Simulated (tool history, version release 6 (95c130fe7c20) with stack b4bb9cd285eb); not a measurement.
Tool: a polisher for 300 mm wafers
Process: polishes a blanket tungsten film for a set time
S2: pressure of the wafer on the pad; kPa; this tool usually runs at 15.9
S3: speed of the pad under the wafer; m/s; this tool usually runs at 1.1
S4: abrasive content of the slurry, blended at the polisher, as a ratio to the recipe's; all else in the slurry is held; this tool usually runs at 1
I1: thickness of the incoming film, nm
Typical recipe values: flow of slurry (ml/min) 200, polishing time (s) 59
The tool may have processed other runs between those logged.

{"run": 1, "hour": 0.0, "flow of slurry (ml/min)": 200, "S2": 14.5, "S3": 1.1, "S4": 1, "polishing time (s)": 59, "I1": 941.4, "film removed (Å)": 1682}
{"run": 2, "hour": 6.6, "flow of slurry (ml/min)": 200, "S2": 15.9, "S3": 1.1, "S4": 1, "polishing time (s)": 59, "I1": 947.4, "film removed (Å)": 1824}
{"run": 3, "hour": 17.3, "flow of slurry (ml/min)": 200, "S2": 15.9, "S3": 1.1, "S4": 1, "polishing time (s)": 59, "I1": 964.7, "film removed (Å)": 1819}
{"run": 4, "hour": 26.7, "flow of slurry (ml/min)": 200, "S2": 15.9, "S3": 1.1, "S4": 1, "polishing time (s)": 59, "I1": 982.8, "film removed (Å)": 1833}
{"run": 5, "hour": 43.5, "flow of slurry (ml/min)": 200, "S2": 17.2, "S3": 1.1, "S4": 1, "polishing time (s)": 59, "I1": 954.6, "film removed (Å)": 1972}
{"run": 6, "hour": 58.6, "flow of slurry (ml/min)": 200, "S2": 17.2, "S3": 1.1, "S4": 1, "polishing time (s)": 59, "I1": 956.8, "film removed (Å)": 1986}
{"run": 7, "hour": 66.3, "flow of slurry (ml/min)": 200, "S2": 15.9, "S3": 1.1, "S4": 1, "polishing time (s)": 59, "I1": 960.2, "film removed (Å)": 1827}
{"run": 8, "hour": 80.9, "flow of slurry (ml/min)": 200, "S2": 15.9, "S3": 1.1, "S4": 1, "polishing time (s)": 59, "I1": 956.9, "film removed (Å)": 1821}
{"run": 9, "hour": 91.1, "flow of slurry (ml/min)": 200, "S2": 18.6, "S3": 0.84, "S4": 1.1, "polishing time (s)": 49, "I1": 946.3, "film removed (Å)": 1401}
{"run": 10, "hour": 101.8, "flow of slurry (ml/min)": 200, "S2": 15.9, "S3": 1.1, "S4": 1, "polishing time (s)": 59, "I1": 973, "film removed (Å)": 1793}
{"run": 11, "hour": 117.8, "flow of slurry (ml/min)": 200, "S2": 15.9, "S3": 1.1, "S4": 1, "polishing time (s)": 59, "I1": 974.5, "film removed (Å)": 1832}
{"run": 12, "hour": 130.8, "flow of slurry (ml/min)": 200, "S2": 18.6, "S3": 0.98, "S4": 1.2, "polishing time (s)": 59, "I1": 962.4, "film removed (Å)": 2021}
{"run": 13, "hour": 138.1, "flow of slurry (ml/min)": 200, "S2": 15.9, "S3": 1.1, "S4": 0.85, "polishing time (s)": 59, "I1": 951.8, "film removed (Å)": 1713}
{"run": 14, "hour": 149.8, "flow of slurry (ml/min)": 200, "S2": 20.7, "S3": 1, "S4": 0.75, "polishing time (s)": 59, "I1": 949, "film removed (Å)": 1963}
{"run": 15, "hour": 162.3, "flow of slurry (ml/min)": 200, "S2": 18.6, "S3": 1.1, "S4": 1, "polishing time (s)": 53, "I1": 960.9, "film removed (Å)": 1917}
{"run": 16, "hour": 177.5, "flow of slurry (ml/min)": 200, "S2": 15.9, "S3": 1.1, "S4": 1, "polishing time (s)": 59, "I1": 953.5, "film removed (Å)": 1820}
{"run": 17, "hour": 185.1, "flow of slurry (ml/min)": 260, "S2": 19.3, "S3": 1.46, "S4": 1, "polishing time (s)": 59, "I1": 962.5, "film removed (Å)": 3001}

Not shown here: 5 entries made in the log between runs. Locate each between two listed runs and compare the hidden state at the listed run before it with the hidden state at the listed run after it:
Between runs 7 and 8: worn pad replaced by a new one (hour 73.2)
  nothing in the hidden state changes from one run to the other
Between runs 8 and 9: slurry nozzle cleaned (hour 84.3)
  nothing in the hidden state changes from one run to the other
Between runs 9 and 10: slurry tank refilled with fresh slurry and peroxide (hour 92.5)
  nothing in the hidden state changes from one run to the other
Between runs 10 and 11: head pressure recalibrated (hour 106.8)
  nothing in the hidden state changes from one run to the other
Between runs 11 and 12: slurry blender recalibrated (hour 121.4)
  nothing in the hidden state changes from one run to the other

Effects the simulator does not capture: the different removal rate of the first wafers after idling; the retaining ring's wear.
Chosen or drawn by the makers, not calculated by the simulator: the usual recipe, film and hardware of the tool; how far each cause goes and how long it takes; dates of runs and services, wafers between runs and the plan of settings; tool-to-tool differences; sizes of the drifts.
